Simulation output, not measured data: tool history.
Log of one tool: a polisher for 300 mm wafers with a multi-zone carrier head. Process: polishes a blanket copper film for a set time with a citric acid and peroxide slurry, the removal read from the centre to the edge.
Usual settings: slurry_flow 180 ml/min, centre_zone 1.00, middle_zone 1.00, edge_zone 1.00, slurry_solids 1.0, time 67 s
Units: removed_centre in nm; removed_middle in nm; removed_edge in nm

run    hour  slurry_flow  centre_zone  middle_zone  edge_zone  slurry_solids  time  wafers since the last listed run  wafers polished on this pad  hours since the slurry nozzle was cleaned  hours since the centre zone pressure was calibrated  hours since the edge zone pressure was calibrated  hours since the carrier head's membrane was replaced  incoming thickness of the incoming film, nm  removed_centre  removed_middle  removed_edge
  1     0.0          180         1.00         0.96       1.00            1.0    67                                 0                         1044                                      254.5                                                233.2                                               41.3                                                 793.5                                        826.8           173.7           168.4         172.9
       71.7  -- carrier head's membrane replaced by a new one
  2    72.2          180         1.09         1.05       1.07            1.0    67                               520                         1564                                      326.7                                                305.4                                              113.5                                                   0.5                                        818.6           184.4           179.1         175.2
  3   102.1          180         1.00         1.00       1.00            1.0    67                               231                         1795                                      356.6                                                335.3                                              143.4                                                  30.4                                        824.0           174.9           172.9         170.8
  4   210.1          180         1.00         0.91       1.00            1.0    58                               835                         2631                                      464.6                                                443.3                                              251.4                                                 138.4                                        829.6           149.6           139.4         150.1
  5   252.4          180         1.00         1.03       1.00            1.1    57                               327                         2959                                      506.9                                                485.6                                              293.7                                                 180.7                                        824.2           152.6           156.2         148.6
  6   286.9          180         1.09         1.00       1.00            1.0    86                               267                         3226                                      541.4                                                520.1                                              328.2                                                 215.2                                        815.4           241.6           225.6         222.3
  7   362.6          140         1.07         0.94       0.97            1.0    67                               585                         3812                                      617.1                                                595.8                                              403.9                                                 290.9                                        829.5           173.1           156.6         161.2
  8   389.5          125         1.06         1.00       1.08            1.0    67                               208                         4020                                      644.0                                                622.7                                              430.8                                                 317.8                                        821.8           165.0           162.2         169.6
      401.0  -- worn pad replaced by a new one
  9   415.6          180         1.00         1.00       1.00            1.0    76                               171                          113                                      670.1                                                648.8                                              456.9                                                 343.9                                        817.3           197.6           196.0         194.3
 10   449.2          180         1.00         1.00       1.00            1.0    67                               260                          373                                      703.7                                                682.4                                              490.5                                                 377.5                                        818.3           172.3           173.9         169.9
 11   504.0          180         1.00         1.00       1.00            1.0    67                               424                          797                                      758.5                                                737.2                                              545.3                                                 432.3                                        832.0           174.9           174.3         170.8
 12   544.3          180         1.00         1.00       1.10            1.1    67                               311                         1109                                      798.8                                                777.5                                              585.6                                                 472.6                                        825.4           177.8           176.6         181.4
      642.1  -- slurry nozzle cleaned
 13   705.4          180         1.06         1.00       1.09            0.8    57                              1239                         2348                                       63.3                                                938.6                                              746.7                                                 633.7                                        820.0           149.5           142.7         146.8
      814.7  -- edge zone pressure recalibrated
      819.8  -- centre zone pressure recalibrated
 14   820.3          180         1.00         1.04       1.00            1.1    67                               858                         3206                                      178.2                                                  0.5                                                5.6                                                 748.6                                        816.4           178.1           184.8         173.2
 15   876.2          180         0.94         1.00       1.00            1.0    67                               432                         3639                                      234.1                                                 56.4                                               61.5                                                 804.5                                        809.1           166.4           173.7         170.4
 16   916.9          180         1.00         1.08       1.00            1.0    78                               315                         3954                                      274.8                                                 97.1                                              102.2                                                 845.2                                        820.4           205.2           218.0         199.7
      934.9  -- carrier head's membrane replaced by a new one
      936.5  -- worn pad replaced by a new one
 17   985.3          180         0.90         1.00       1.00            1.0    83                               478                          377                                      343.2                                                165.5                                              170.6                                                  50.4                                        807.9           198.3           215.2         214.4
 18  1032.4          180         1.00         1.00       1.04            1.0    67                               364                          742                                      390.3                                                212.6                                              217.7                                                  97.5                                        825.5           176.9           174.1         174.8
 19  1104.3          180         0.92         0.91       1.00            1.0    79                               556                         1298                                      462.2                                                284.5                                              289.6                                                 169.4                                        820.9           194.4           191.6         203.9
 20  1147.4          180         1.09         1.00       1.00            1.0    86                               333                         1632                                      505.3                                                327.6                                              332.7                                                 212.5                                        814.5           236.6           222.9         219.4
 21  1205.2          180         1.00         1.00       1.00            1.0    67                               447                         2079                                      563.1                                                385.4                                              390.5                                                 270.3                                        825.2           174.1           175.2         169.7

What the log doesn't show, run by run:
removal rate lost through wear of the pad, %: 0 in every run
slurry flow missing at the pad, %: 0 in every run
deviation of the centre zone's pressure from its setpoint, %: 0 in every run
deviation of the edge zone's pressure from its setpoint, %: 0 in every run

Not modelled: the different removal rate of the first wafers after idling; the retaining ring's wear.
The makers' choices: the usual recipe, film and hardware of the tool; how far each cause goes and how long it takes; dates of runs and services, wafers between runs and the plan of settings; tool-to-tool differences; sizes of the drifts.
